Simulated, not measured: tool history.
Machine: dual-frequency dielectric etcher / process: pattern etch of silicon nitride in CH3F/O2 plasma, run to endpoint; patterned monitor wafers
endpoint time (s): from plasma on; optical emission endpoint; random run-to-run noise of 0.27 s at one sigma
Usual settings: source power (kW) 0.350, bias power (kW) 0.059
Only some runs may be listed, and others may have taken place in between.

run	hour	source power (kW)	bias power (kW)	wafers since the last listed run	hours since the last wet clean	hours since the last source power generator calibration	hours since the last bias power generator calibration	hours since the last upper electrode change	incoming incoming film thickness, nm	endpoint time (s)
1	0.0	0.300	0.059	0	446.1	4898.4	2937.5	2231.2	65.5	87.5
# hour 92.5: wet clean of the chamber
2	93.0	0.350	0.067	447	0.5	4991.4	3030.5	2324.2	65.1	79.8
3	98.6	0.350	0.067	36	6.1	4997.0	3036.1	2329.8	65.3	79.5
4	132.6	0.350	0.067	220	40.1	5031.0	3070.1	2363.8	65.5	80.3
5	182.0	0.350	0.071	320	89.5	5080.4	3119.5	2413.2	65.6	80.1
6	230.7	0.350	0.071	315	138.2	5129.1	3168.2	2461.9	66.0	80.6
7	256.6	0.350	0.048	167	164.1	5155.0	3194.1	2487.8	65.7	86.8
8	312.2	0.350	0.048	360	219.7	5210.6	3249.7	2543.4	64.5	85.2
9	350.6	0.350	0.048	248	258.1	5249.0	3288.1	2581.8	65.9	87.9
10	391.9	0.330	0.065	267	299.4	5290.3	3329.4	2623.1	64.5	82.0
# hour 415.3: bias power generator calibrated
11	416.6	0.330	0.065	134	324.1	5315.0	1.3	2647.8	65.3	83.4
12	448.5	0.330	0.065	206	356.0	5346.9	33.2	2679.7	65.6	84.2
13	495.7	0.420	0.055	306	403.2	5394.1	80.4	2726.9	65.3	82.6
14	540.8	0.420	0.055	292	448.3	5439.2	125.5	2772.0	65.4	82.6
# hour 593.5: wet clean of the chamber
15	594.0	0.380	0.059	189	0.5	5492.4	178.7	2825.2	65.8	81.2
# hour 648.8: upper electrode replaced
16	649.3	0.280	0.067	202	55.8	5547.7	234.0	0.5	65.2	84.2
17	685.2	0.440	0.073	232	91.7	5583.6	269.9	36.4	65.6	75.3
# hour 698.9: source power generator calibrated
18	712.0	0.350	0.063	147	118.5	13.1	296.7	63.2	65.2	81.3
19	772.7	0.350	0.073	393	179.2	73.8	357.4	123.9	65.4	80.0
20	830.3	0.350	0.048	373	236.8	131.4	415.0	181.5	66.0	88.1
21	872.9	0.390	0.065	276	279.4	174.0	457.6	224.1	66.0	80.9
22	941.2	0.350	0.059	442	347.7	242.3	525.9	292.4	65.7	85.2
23	993.7	0.380	0.071	340	400.2	294.8	578.4	344.9	65.7	80.8
24	1059.5	0.350	0.067	426	466.0	360.6	644.2	410.7	66.0	84.1
# hour 1134.5: wet clean of the chamber
25	1135.0	0.290	0.051	333	0.5	436.1	719.7	486.2	65.3	88.0
26	1191.0	0.300	0.046	363	56.5	492.1	775.7	542.2	65.2	88.4
27	1252.8	0.350	0.044	400	118.3	553.9	837.5	604.0	65.4	87.3
28	1305.7	0.390	0.045	343	171.2	606.8	890.4	656.9	65.6	85.6

The tool's hidden state at each run:
source power that arrives over what is set, %: 0 in every run
bias power that arrives over what is set, %: 0 in every run
H1: etch rate over this chamber's usual, %
run	H1
1	-2.9
2	0.372
3	0.325
4	0.0419
5	-0.37
6	-0.776
7	-0.991
8	-1.45
9	-1.77
10	-2.12
11	-2.32
12	-2.59
13	-2.98
14	-3.36
15	0.221
16	-0.24
17	-0.539
18	-0.763
19	-1.27
20	-1.75
21	-2.1
22	-2.67
23	-3.11
24	-3.66
25	-0.306
26	-0.773
27	-1.29
28	-1.73

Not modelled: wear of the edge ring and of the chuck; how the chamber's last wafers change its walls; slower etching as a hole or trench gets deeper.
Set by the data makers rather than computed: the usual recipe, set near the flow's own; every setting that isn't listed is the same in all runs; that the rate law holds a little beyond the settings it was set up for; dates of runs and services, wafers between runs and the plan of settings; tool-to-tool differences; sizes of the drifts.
